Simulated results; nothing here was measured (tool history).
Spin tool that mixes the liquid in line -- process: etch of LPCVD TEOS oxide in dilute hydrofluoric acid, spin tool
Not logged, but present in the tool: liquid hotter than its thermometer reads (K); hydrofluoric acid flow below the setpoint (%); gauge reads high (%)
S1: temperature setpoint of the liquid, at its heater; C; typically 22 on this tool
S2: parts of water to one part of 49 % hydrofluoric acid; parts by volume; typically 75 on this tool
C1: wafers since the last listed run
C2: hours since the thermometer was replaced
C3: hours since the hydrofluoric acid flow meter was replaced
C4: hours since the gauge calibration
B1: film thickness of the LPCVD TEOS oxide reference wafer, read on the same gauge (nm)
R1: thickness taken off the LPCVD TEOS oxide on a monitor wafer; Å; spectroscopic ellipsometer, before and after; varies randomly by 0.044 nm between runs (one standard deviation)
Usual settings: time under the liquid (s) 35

{"run": 1, "hour": 0.0, "S1": 22, "S2": 75, "time under the liquid (s)": 35, "C1": 0, "C2": 1903.2, "C3": 1175, "C4": 53.7, "B1": 60, "R1": 76.3}
{"run": 2, "hour": 14.9, "S1": 22, "S2": 75, "time under the liquid (s)": 35, "C1": 233, "C2": 1918.1, "C3": 1189.9, "C4": 68.6, "B1": 60.01, "R1": 75.6}
{"run": 3, "hour": 36.8, "S1": 22, "S2": 75, "time under the liquid (s)": 45, "C1": 343, "C2": 1940, "C3": 1211.8, "C4": 90.5, "B1": 60.01, "R1": 96.7}
{"run": 4, "hour": 56.6, "S1": 22, "S2": 75, "time under the liquid (s)": 45, "C1": 310, "C2": 1959.8, "C3": 1231.6, "C4": 110.3, "B1": 59.98, "R1": 97.5}
{"run": 5, "hour": 80.6, "S1": 22, "S2": 75, "time under the liquid (s)": 35, "C1": 376, "C2": 1983.8, "C3": 1255.6, "C4": 134.3, "B1": 60.05, "R1": 75.5}
{"run": 6, "hour": 105.6, "S1": 22, "S2": 75, "time under the liquid (s)": 35, "C1": 392, "C2": 2008.8, "C3": 1280.6, "C4": 159.3, "B1": 59.99, "R1": 75.5}
{"run": 7, "hour": 121.0, "S1": 22, "S2": 85, "time under the liquid (s)": 20, "C1": 241, "C2": 2024.2, "C3": 1296, "C4": 174.7, "B1": 59.98, "R1": 37.8}
{"run": 8, "hour": 138.9, "S1": 22, "S2": 85, "time under the liquid (s)": 20, "C1": 280, "C2": 2042.1, "C3": 1313.9, "C4": 192.6, "B1": 59.98, "R1": 37.9}
{"run": 9, "hour": 167.8, "S1": 22, "S2": 85, "time under the liquid (s)": 20, "C1": 453, "C2": 2071, "C3": 1342.8, "C4": 221.5, "B1": 60, "R1": 37.2}
{"run": 10, "hour": 199.6, "S1": 26, "S2": 75, "time under the liquid (s)": 35, "C1": 499, "C2": 2102.8, "C3": 1374.6, "C4": 253.3, "B1": 60.04, "R1": 88.9}
{"run": 11, "hour": 235.3, "S1": 26, "S2": 75, "time under the liquid (s)": 35, "C1": 560, "C2": 2138.5, "C3": 1410.3, "C4": 289, "B1": 60.01, "R1": 90}
{"run": 12, "hour": 248.9, "S1": 22, "S2": 60, "time under the liquid (s)": 35, "C1": 213, "C2": 2152.1, "C3": 1423.9, "C4": 302.6, "B1": 60, "R1": 97.1}
{"run": 13, "hour": 283.3, "S1": 22, "S2": 75, "time under the liquid (s)": 50, "C1": 540, "C2": 2186.5, "C3": 1458.3, "C4": 337, "B1": 60.01, "R1": 108.6}
{"run": 14, "hour": 302.6, "S1": 22, "S2": 95, "time under the liquid (s)": 35, "C1": 302, "C2": 2205.8, "C3": 1477.6, "C4": 356.3, "B1": 59.95, "R1": 58.9}
{"run": 15, "hour": 334.4, "S1": 22, "S2": 75, "time under the liquid (s)": 35, "C1": 499, "C2": 2237.6, "C3": 1509.4, "C4": 388.1, "B1": 59.99, "R1": 75.8}
{"run": 16, "hour": 347.4, "S1": 17.5, "S2": 110, "time under the liquid (s)": 40, "C1": 204, "C2": 2250.6, "C3": 1522.4, "C4": 401.1, "B1": 60.03, "R1": 47.7}
{"run": 17, "hour": 369.4, "S1": 24.5, "S2": 90, "time under the liquid (s)": 30, "C1": 345, "C2": 2272.6, "C3": 1544.4, "C4": 423.1, "B1": 59.99, "R1": 59.3}
{"run": 18, "hour": 397.6, "S1": 22, "S2": 75, "time under the liquid (s)": 35, "C1": 442, "C2": 2300.8, "C3": 1572.6, "C4": 451.3, "B1": 59.99, "R1": 76.3}
{"hour": 411.4, "done": "gauge calibrated"}
{"run": 19, "hour": 412.3, "S1": 22, "S2": 40, "time under the liquid (s)": 35, "C1": 230, "C2": 2315.5, "C3": 1587.3, "C4": 0.9, "B1": 60, "R1": 149.7}
{"run": 20, "hour": 424.3, "S1": 17.5, "S2": 105, "time under the liquid (s)": 35, "C1": 188, "C2": 2327.5, "C3": 1599.3, "C4": 12.9, "B1": 59.99, "R1": 43.9}
{"hour": 448.2, "done": "thermometer replaced"}
{"run": 21, "hour": 450.4, "S1": 19.5, "S2": 95, "time under the liquid (s)": 45, "C1": 394, "C2": 2.2, "C3": 1625.4, "C4": 39, "B1": 60.06, "R1": 72.8}
{"run": 22, "hour": 484.0, "S1": 19.5, "S2": 110, "time under the liquid (s)": 55, "C1": 527, "C2": 35.8, "C3": 1659, "C4": 72.6, "B1": 60.02, "R1": 75.4}
{"hour": 486.8, "done": "hydrofluoric acid flow meter replaced"}
{"run": 23, "hour": 516.9, "S1": 24.5, "S2": 75, "time under the liquid (s)": 35, "C1": 500, "C2": 68.7, "C3": 30.1, "C4": 105.5, "B1": 59.97, "R1": 88.7}
{"run": 24, "hour": 542.6, "S1": 22, "S2": 60, "time under the liquid (s)": 25, "C1": 403, "C2": 94.4, "C3": 55.8, "C4": 131.2, "B1": 59.97, "R1": 74.2}
{"run": 25, "hour": 567.1, "S1": 22, "S2": 75, "time under the liquid (s)": 35, "C1": 384, "C2": 118.9, "C3": 80.3, "C4": 155.7, "B1": 60.06, "R1": 81.4}
{"run": 26, "hour": 610.7, "S1": 24, "S2": 50, "time under the liquid (s)": 35, "C1": 684, "C2": 162.5, "C3": 123.9, "C4": 199.3, "B1": 59.99, "R1": 137.2}
{"run": 27, "hour": 623.8, "S1": 22, "S2": 75, "time under the liquid (s)": 35, "C1": 205, "C2": 175.6, "C3": 137, "C4": 212.4, "B1": 59.98, "R1": 81}
{"run": 28, "hour": 637.8, "S1": 20.5, "S2": 100, "time under the liquid (s)": 30, "C1": 219, "C2": 189.6, "C3": 151, "C4": 226.4, "B1": 59.99, "R1": 47.7}
{"run": 29, "hour": 656.9, "S1": 19, "S2": 100, "time under the liquid (s)": 55, "C1": 299, "C2": 208.7, "C3": 170.1, "C4": 245.5, "B1": 59.96, "R1": 82.7}
{"hour": 669.9, "done": "thermometer replaced, repeated, since the last time left the tool worse"}
{"run": 30, "hour": 672.9, "S1": 22, "S2": 75, "time under the liquid (s)": 40, "C1": 235, "C2": 3, "C3": 186.1, "C4": 261.5, "B1": 59.94, "R1": 82.9}
{"run": 31, "hour": 699.5, "S1": 19, "S2": 75, "time under the liquid (s)": 15, "C1": 417, "C2": 29.6, "C3": 212.7, "C4": 288.1, "B1": 60.02, "R1": 27.5}
{"run": 32, "hour": 721.7, "S1": 26.5, "S2": 75, "time under the liquid (s)": 35, "C1": 348, "C2": 51.8, "C3": 234.9, "C4": 310.3, "B1": 60.01, "R1": 87.1}
{"run": 33, "hour": 736.5, "S1": 22, "S2": 95, "time under the liquid (s)": 20, "C1": 232, "C2": 66.6, "C3": 249.7, "C4": 325.1, "B1": 59.99, "R1": 32.1}

What if the next run were any one of these 4? Each begins from the tool's condition after run 33:
{"run": "A", "hour": 736.9, "S1": 22, "S2": 75, "time under the liquid (s)": 35, "C1": 6, "C2": 67, "C3": 250.1, "C4": 325.5, "B1": "?", "R1": "?"}
{"run": "B", "hour": 736.9, "S1": 20.5, "S2": 100, "time under the liquid (s)": 35, "C1": 6, "C2": 67, "C3": 250.1, "C4": 325.5, "B1": "?", "R1": "?"}
{"run": "C", "hour": 736.9, "S1": 20.5, "S2": 115, "time under the liquid (s)": 50, "C1": 6, "C2": 67, "C3": 250.1, "C4": 325.5, "B1": "?", "R1": "?"}
{"run": "D", "hour": 736.9, "S1": 22, "S2": 65, "time under the liquid (s)": 30, "C1": 6, "C2": 67, "C3": 250.1, "C4": 325.5, "B1": "?", "R1": "?"}

run=A B1=59.99 R1=72.5
run=B B1=59.99 R1=49.6
run=C B1=59.99 R1=60.6
run=D B1=59.99 R1=72.6
Had the tool no hidden state, the same runs would have come out as:
run=A R1=71.7
run=B R1=49.1
run=C R1=60
run=D R1=71.8

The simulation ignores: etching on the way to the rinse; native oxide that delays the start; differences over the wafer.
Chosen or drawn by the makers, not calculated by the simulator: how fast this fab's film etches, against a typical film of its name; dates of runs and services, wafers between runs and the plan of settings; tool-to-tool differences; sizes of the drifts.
